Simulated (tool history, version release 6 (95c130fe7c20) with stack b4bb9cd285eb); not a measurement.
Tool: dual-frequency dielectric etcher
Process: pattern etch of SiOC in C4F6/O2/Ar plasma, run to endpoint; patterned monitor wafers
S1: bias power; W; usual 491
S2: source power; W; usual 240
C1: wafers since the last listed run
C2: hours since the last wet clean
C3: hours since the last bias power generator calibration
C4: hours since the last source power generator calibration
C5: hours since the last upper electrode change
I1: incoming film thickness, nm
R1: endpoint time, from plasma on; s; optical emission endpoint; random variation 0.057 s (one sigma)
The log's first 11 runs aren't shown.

run 12 hour=504.5 | S1=491 S2=240 | C1=820 C2=505.0 C3=2088.7 C4=4007.2 C5=4500.0 | I1=49.38 | R1=18.7
run 13 hour=542.3 | S1=491 S2=240 | C1=669 C2=542.8 C3=2126.5 C4=4045.0 C5=4537.8 | I1=49.61 | R1=18.7
run 14 hour=576.8 | S1=491 S2=240 | C1=611 C2=577.3 C3=2161.0 C4=4079.5 C5=4572.3 | I1=50.04 | R1=19.0
-- hour=638.1 wet clean of the chamber
run 15 hour=639.2 | S1=491 S2=240 | C1=680 C2=1.1 C3=2223.4 C4=4141.9 C5=4634.7 | I1=49.49 | R1=18.7
run 16 hour=694.2 | S1=491 S2=240 | C1=974 C2=56.1 C3=2278.4 C4=4196.9 C5=4689.7 | I1=49.05 | R1=18.6
-- hour=765.2 bias power generator calibrated
run 17 hour=838.0 | S1=491 S2=200 | C1=2477 C2=199.9 C3=72.8 C4=4340.7 C5=4833.5 | I1=49.16 | R1=19.7
run 18 hour=890.8 | S1=583 S2=220 | C1=935 C2=252.7 C3=125.6 C4=4393.5 C5=4886.3 | I1=49.58 | R1=18.5
run 19 hour=941.5 | S1=608 S2=280 | C1=898 C2=303.4 C3=176.3 C4=4444.2 C5=4937.0 | I1=49.68 | R1=16.9
run 20 hour=972.4 | S1=535 S2=240 | C1=547 C2=334.3 C3=207.2 C4=4475.1 C5=4967.9 | I1=49.85 | R1=18.5
-- hour=1053.9 upper electrode replaced
run 21 hour=1054.4 | S1=415 S2=240 | C1=1027 C2=416.3 C3=289.2 C4=4557.1 C5=0.5 | I1=49.65 | R1=19.6
run 22 hour=1102.7 | S1=379 S2=240 | C1=855 C2=464.6 C3=337.5 C4=4605.4 C5=48.8 | I1=49.42 | R1=19.8
-- hour=1165.4 wet clean of the chamber
run 23 hour=1165.9 | S1=491 S2=210 | C1=694 C2=0.5 C3=400.7 C4=4668.6 C5=112.0 | I1=50.05 | R1=19.8
run 24 hour=1205.5 | S1=491 S2=240 | C1=701 C2=40.1 C3=440.3 C4=4708.2 C5=151.6 | I1=49.72 | R1=18.9
run 25 hour=1255.3 | S1=491 S2=240 | C1=882 C2=89.9 C3=490.1 C4=4758.0 C5=201.4 | I1=49.74 | R1=18.9
-- hour=1290.4 source power generator calibrated
run 26 hour=1317.1 | S1=491 S2=240 | C1=1024 C2=151.7 C3=551.9 C4=26.7 C5=263.2 | I1=49.37 | R1=18.7
run 27 hour=1379.4 | S1=578 S2=270 | C1=1103 C2=214.0 C3=614.2 C4=89.0 C5=325.5 | I1=49.98 | R1=17.3
run 28 hour=1426.2 | S1=455 S2=290 | C1=829 C2=260.8 C3=661.0 C4=135.8 C5=372.3 | I1=49.37 | R1=17.9
run 29 hour=1468.3 | S1=368 S2=200 | C1=745 C2=302.9 C3=703.1 C4=177.9 C5=414.4 | I1=49.58 | R1=21.4
run 30 hour=1510.1 | S1=491 S2=240 | C1=740 C2=344.7 C3=744.9 C4=219.7 C5=456.2 | I1=49.20 | R1=18.7
run 31 hour=1538.6 | S1=543 S2=220 | C1=504 C2=373.2 C3=773.4 C4=248.2 C5=484.7 | I1=48.73 | R1=18.5
run 32 hour=1573.8 | S1=491 S2=240 | C1=623 C2=408.4 C3=808.6 C4=283.4 C5=519.9 | I1=49.12 | R1=18.5
run 33 hour=1608.5 | S1=491 S2=200 | C1=614 C2=443.1 C3=843.3 C4=318.1 C5=554.6 | I1=49.67 | R1=20.0
run 34 hour=1676.4 | S1=389 S2=190 | C1=1203 C2=511.0 C3=911.2 C4=386.0 C5=622.5 | I1=49.68 | R1=21.5
-- hour=1757.4 wet clean of the chamber
run 35 hour=1757.9 | S1=422 S2=200 | C1=1018 C2=0.5 C3=992.7 C4=467.5 C5=704.0 | I1=49.41 | R1=20.9
run 36 hour=1786.7 | S1=536 S2=210 | C1=510 C2=29.3 C3=1021.5 C4=496.3 C5=732.8 | I1=48.78 | R1=18.9

Forecast each of these 3 alternatives for the next run:
run A hour=1787.1 | S1=491 S2=240 | C1=7 C2=29.7 C3=1021.9 C4=496.7 C5=733.2 | I1=49.41 | R1=?
run B hour=1787.1 | S1=384 S2=220 | C1=7 C2=29.7 C3=1021.9 C4=496.7 C5=733.2 | I1=49.41 | R1=?
run C hour=1787.1 | S1=491 S2=270 | C1=7 C2=29.7 C3=1021.9 C4=496.7 C5=733.2 | I1=49.41 | R1=?

run=A R1=18.7
run=B R1=20.5
run=C R1=18.0
Without the tool's hidden state the same runs would have given:
run=A R1=18.7
run=B R1=20.5
run=C R1=18.0
